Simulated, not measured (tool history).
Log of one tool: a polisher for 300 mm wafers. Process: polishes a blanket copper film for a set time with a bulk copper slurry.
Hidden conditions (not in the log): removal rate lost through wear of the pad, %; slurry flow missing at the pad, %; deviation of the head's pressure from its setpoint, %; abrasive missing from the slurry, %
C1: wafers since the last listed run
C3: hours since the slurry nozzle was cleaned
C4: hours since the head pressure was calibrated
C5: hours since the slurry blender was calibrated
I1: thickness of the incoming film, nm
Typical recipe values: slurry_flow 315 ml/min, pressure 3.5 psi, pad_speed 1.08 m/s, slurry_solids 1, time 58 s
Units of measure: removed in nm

{"run": 1, "hour": 0.0, "slurry_flow": 315, "pressure": 3.5, "pad_speed": 1.08, "slurry_solids": 1, "time": 58, "C1": 0, "wafers polished on this pad": 1533, "C3": 140.3, "C4": 552.1, "C5": 19, "I1": 3718.5, "removed": 747}
{"run": 2, "hour": 46.8, "slurry_flow": 315, "pressure": 3.5, "pad_speed": 1.08, "slurry_solids": 1, "time": 58, "C1": 680, "wafers polished on this pad": 2213, "C3": 187.1, "C4": 598.9, "C5": 65.8, "I1": 3800.7, "removed": 767.4}
{"hour": 57.7, "done": "head pressure recalibrated"}
{"hour": 87.0, "done": "slurry nozzle cleaned"}
{"hour": 127.9, "done": "worn pad replaced by a new one"}
{"run": 3, "hour": 147.2, "slurry_flow": 315, "pressure": 3.5, "pad_speed": 1.08, "slurry_solids": 1, "time": 58, "C1": 1357, "wafers polished on this pad": 280, "C3": 60.2, "C4": 89.5, "C5": 166.2, "I1": 3747.4, "removed": 728.5}
{"hour": 179.4, "done": "slurry blender recalibrated"}
{"run": 4, "hour": 219.3, "slurry_flow": 315, "pressure": 3.5, "pad_speed": 1.08, "slurry_solids": 1, "time": 58, "C1": 1019, "wafers polished on this pad": 1299, "C3": 132.3, "C4": 161.6, "C5": 39.9, "I1": 3802, "removed": 754.4}
{"run": 5, "hour": 294.6, "slurry_flow": 315, "pressure": 3.5, "pad_speed": 1.08, "slurry_solids": 1, "time": 58, "C1": 1094, "wafers polished on this pad": 2393, "C3": 207.6, "C4": 236.9, "C5": 115.2, "I1": 3740.7, "removed": 751.6}
{"hour": 335.9, "done": "worn pad replaced by a new one"}
{"hour": 342.2, "done": "slurry nozzle cleaned"}
{"run": 6, "hour": 376.2, "slurry_flow": 315, "pressure": 3.5, "pad_speed": 1.08, "slurry_solids": 1, "time": 58, "C1": 1113, "wafers polished on this pad": 571, "C3": 34, "C4": 318.5, "C5": 196.8, "I1": 3734.2, "removed": 755.7}
{"hour": 393.4, "done": "slurry blender recalibrated"}
{"run": 7, "hour": 441.5, "slurry_flow": 315, "pressure": 3.5, "pad_speed": 1.08, "slurry_solids": 1, "time": 71, "C1": 920, "wafers polished on this pad": 1492, "C3": 99.3, "C4": 383.8, "C5": 48.1, "I1": 3683.5, "removed": 912.8}
{"run": 8, "hour": 513.5, "slurry_flow": 315, "pressure": 3.5, "pad_speed": 1.08, "slurry_solids": 1, "time": 71, "C1": 1046, "wafers polished on this pad": 2538, "C3": 171.3, "C4": 455.8, "C5": 120.1, "I1": 3782.1, "removed": 930.7}
{"hour": 534.9, "done": "worn pad replaced by a new one"}
{"run": 9, "hour": 567.1, "slurry_flow": 210, "pressure": 3.5, "pad_speed": 1.08, "slurry_solids": 1, "time": 75, "C1": 721, "wafers polished on this pad": 468, "C3": 224.9, "C4": 509.4, "C5": 173.7, "I1": 3717, "removed": 969.9}
{"hour": 616.3, "done": "slurry nozzle cleaned"}
{"hour": 646.0, "done": "slurry blender recalibrated"}
{"run": 10, "hour": 667.0, "slurry_flow": 315, "pressure": 3.5, "pad_speed": 1.08, "slurry_solids": 1, "time": 71, "C1": 1408, "wafers polished on this pad": 1877, "C3": 50.7, "C4": 609.3, "C5": 21, "I1": 3787.6, "removed": 943.6}
{"hour": 682.5, "done": "head pressure recalibrated"}
{"run": 11, "hour": 708.3, "slurry_flow": 260, "pressure": 3.5, "pad_speed": 1.28, "slurry_solids": 1, "time": 39, "C1": 571, "wafers polished on this pad": 2448, "C3": 92, "C4": 25.8, "C5": 62.3, "I1": 3731.5, "removed": 635.8}
{"hour": 742.8, "done": "worn pad replaced by a new one"}
{"run": 12, "hour": 746.8, "slurry_flow": 315, "pressure": 3.5, "pad_speed": 1.08, "slurry_solids": 1, "time": 58, "C1": 501, "wafers polished on this pad": 57, "C3": 130.5, "C4": 64.3, "C5": 100.8, "I1": 3733, "removed": 791.2}
{"run": 13, "hour": 806.7, "slurry_flow": 370, "pressure": 2.3, "pad_speed": 1.08, "slurry_solids": 1, "time": 49, "C1": 870, "wafers polished on this pad": 928, "C3": 190.4, "C4": 124.2, "C5": 160.7, "I1": 3736.7, "removed": 488.8}
{"hour": 873.4, "done": "slurry nozzle cleaned"}
{"hour": 888.0, "done": "slurry blender recalibrated"}
{"run": 14, "hour": 896.5, "slurry_flow": 315, "pressure": 4.6, "pad_speed": 0.96, "slurry_solids": 1, "time": 58, "C1": 1261, "wafers polished on this pad": 2190, "C3": 23.1, "C4": 214, "C5": 8.5, "I1": 3768.1, "removed": 931.6}
{"hour": 938.3, "done": "worn pad replaced by a new one"}
{"hour": 939.1, "done": "head pressure recalibrated, repeated, since the last time left the tool worse"}
{"run": 15, "hour": 980.2, "slurry_flow": 255, "pressure": 3.5, "pad_speed": 1.08, "slurry_solids": 1, "time": 58, "C1": 1147, "wafers polished on this pad": 597, "C3": 106.8, "C4": 41.1, "C5": 92.2, "I1": 3682.7, "removed": 733.9}
{"run": 16, "hour": 1018.9, "slurry_flow": 315, "pressure": 4.2, "pad_speed": 0.94, "slurry_solids": 0.8, "time": 58, "C1": 562, "wafers polished on this pad": 1159, "C3": 145.5, "C4": 79.8, "C5": 130.9, "I1": 3724.3, "removed": 707.5}
{"hour": 1084.8, "done": "slurry blender recalibrated"}
{"run": 17, "hour": 1112.1, "slurry_flow": 350, "pressure": 3.2, "pad_speed": 1.08, "slurry_solids": 1.25, "time": 58, "C1": 1325, "wafers polished on this pad": 2485, "C3": 238.7, "C4": 173, "C5": 27.3, "I1": 3776.1, "removed": 743.2}

Branching from run 17: 4 alternative next runs. What would each branch give?
{"run": "A", "hour": 1112.5, "slurry_flow": 315, "pressure": 3, "pad_speed": 1.08, "slurry_solids": 1, "time": 58, "C1": 5, "wafers polished on this pad": 2491, "C3": 239.1, "C4": 173.4, "C5": 27.7, "I1": 3679.8, "removed": "?"}
{"run": "B", "hour": 1112.5, "slurry_flow": 380, "pressure": 3.5, "pad_speed": 0.78, "slurry_solids": 0.7, "time": 72, "C1": 5, "wafers polished on this pad": 2491, "C3": 239.1, "C4": 173.4, "C5": 27.7, "I1": 3679.8, "removed": "?"}
{"run": "C", "hour": 1112.5, "slurry_flow": 345, "pressure": 4.6, "pad_speed": 1.08, "slurry_solids": 1, "time": 69, "C1": 5, "wafers polished on this pad": 2491, "C3": 239.1, "C4": 173.4, "C5": 27.7, "I1": 3679.8, "removed": "?"}
{"run": "D", "hour": 1112.5, "slurry_flow": 215, "pressure": 2.5, "pad_speed": 1.08, "slurry_solids": 1.15, "time": 58, "C1": 5, "wafers polished on this pad": 2491, "C3": 239.1, "C4": 173.4, "C5": 27.7, "I1": 3679.8, "removed": "?"}

run=A removed=653.9
run=B removed=604.6
run=C removed=1137.8
run=D removed=572.8
Without the tool's unlogged condition, the same runs would have read:
run=A removed=635.4
run=B removed=587.4
run=C removed=1105.6
run=D removed=556.5
